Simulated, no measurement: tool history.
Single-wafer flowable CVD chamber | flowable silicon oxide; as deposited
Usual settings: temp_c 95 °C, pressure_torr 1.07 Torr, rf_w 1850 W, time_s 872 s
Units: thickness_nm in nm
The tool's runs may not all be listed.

| run | day | temp_c | pressure_torr | rf_w | time_s | wafers since the last listed run | hours since the last thermocouple change | hours since the last RF generator calibration | hours since the last manometer calibration | hours since the showerhead was replaced | hours since the gauge calibration | read-back reference wafer on the same gauge, thickness_nm | thickness_nm |
|---|---|---|---|---|---|---|---|---|---|---|---|---|---|
| 1 | 0.000 | 95 | 1.07 | 1850 | 872 | 0 | 2992.8 | 2511.8 | 1128.8 | 4981.7 | 359.9 | 1074.577 | 725.607 |
| 2 | 0.562 | 95 | 1.07 | 1850 | 872 | 30 | 3006.3 | 2525.3 | 1142.3 | 4995.2 | 373.4 | 1075.883 | 723.352 |
| 3 | 1.025 | 99 | 0.94 | 1850 | 872 | 24 | 3017.4 | 2536.4 | 1153.4 | 5006.3 | 384.5 | 1072.356 | 564.345 |
| 4 | 1.712 | 99 | 0.94 | 1850 | 872 | 37 | 3033.9 | 2552.9 | 1169.9 | 5022.8 | 401.0 | 1072.277 | 557.760 |
|  | 2.304 | gauge calibrated |
| 5 | 2.458 | 99 | 0.94 | 1850 | 872 | 40 | 3051.8 | 2570.8 | 1187.8 | 5040.7 | 3.7 | 1074.902 | 556.457 |
| 6 | 3.029 | 95 | 0.90 | 1850 | 969 | 30 | 3065.5 | 2584.5 | 1201.5 | 5054.4 | 17.4 | 1073.815 | 661.198 |
| 7 | 3.450 | 95 | 0.90 | 1850 | 969 | 22 | 3075.6 | 2594.6 | 1211.6 | 5064.5 | 27.5 | 1073.115 | 663.405 |
|  | 4.012 | capacitance manometer re-zeroed and calibrated |
|  | 4.338 | thermocouple changed; heater temperature recalibrated |
| 8 | 4.358 | 107 | 1.07 | 1850 | 872 | 13 | 0.5 | 2616.4 | 8.3 | 5086.3 | 49.3 | 1073.303 | 616.309 |
| 9 | 4.383 | 100 | 1.07 | 1850 | 964 | 1 | 1.1 | 2617.0 | 8.9 | 5086.9 | 49.9 | 1075.496 | 840.740 |
| 10 | 4.679 | 86 | 1.07 | 1850 | 872 | 15 | 8.2 | 2624.1 | 16.0 | 5094.0 | 57.0 | 1073.366 | 1126.105 |
| 11 | 5.279 | 95 | 1.07 | 1680 | 799 | 32 | 22.6 | 2638.5 | 30.4 | 5108.4 | 71.4 | 1071.523 | 781.210 |
| 12 | 5.888 | 95 | 1.07 | 1850 | 872 | 32 | 37.2 | 2653.1 | 45.0 | 5123.0 | 86.0 | 1072.944 | 881.692 |
| 13 | 6.500 | 95 | 1.07 | 1850 | 872 | 32 | 51.9 | 2667.8 | 59.7 | 5137.7 | 100.7 | 1074.031 | 881.747 |
| 14 | 7.221 | 81 | 1.07 | 1850 | 872 | 38 | 69.2 | 2685.1 | 77.0 | 5155.0 | 118.0 | 1073.609 | 1286.213 |
| 15 | 7.567 | 104 | 1.28 | 2090 | 751 | 18 | 77.5 | 2693.4 | 85.3 | 5163.3 | 126.3 | 1071.920 | 712.567 |
|  | 8.371 | RF generator calibrated |
| 16 | 8.392 | 95 | 1.07 | 1850 | 872 | 26 | 97.3 | 0.5 | 105.1 | 5183.1 | 146.1 | 1074.414 | 875.244 |
|  | 8.921 | showerhead replaced |
| 17 | 8.942 | 90 | 0.87 | 2030 | 943 | 11 | 110.5 | 13.7 | 118.3 | 0.5 | 159.3 | 1071.076 | 895.721 |

Run 18 comes next. What will it give?
| 18 | 9.050 | 95 | 1.07 | 1850 | 872 | 5 | 113.1 | 16.3 | 120.9 | 3.1 | 161.9 | ? | ? |

{"run 18": {"read-back reference wafer on the same gauge, thickness_nm": 1074.518, "thickness_nm": 877.412}}
Without the tool's hidden state the same run would have given thickness_nm 899.553 nm.
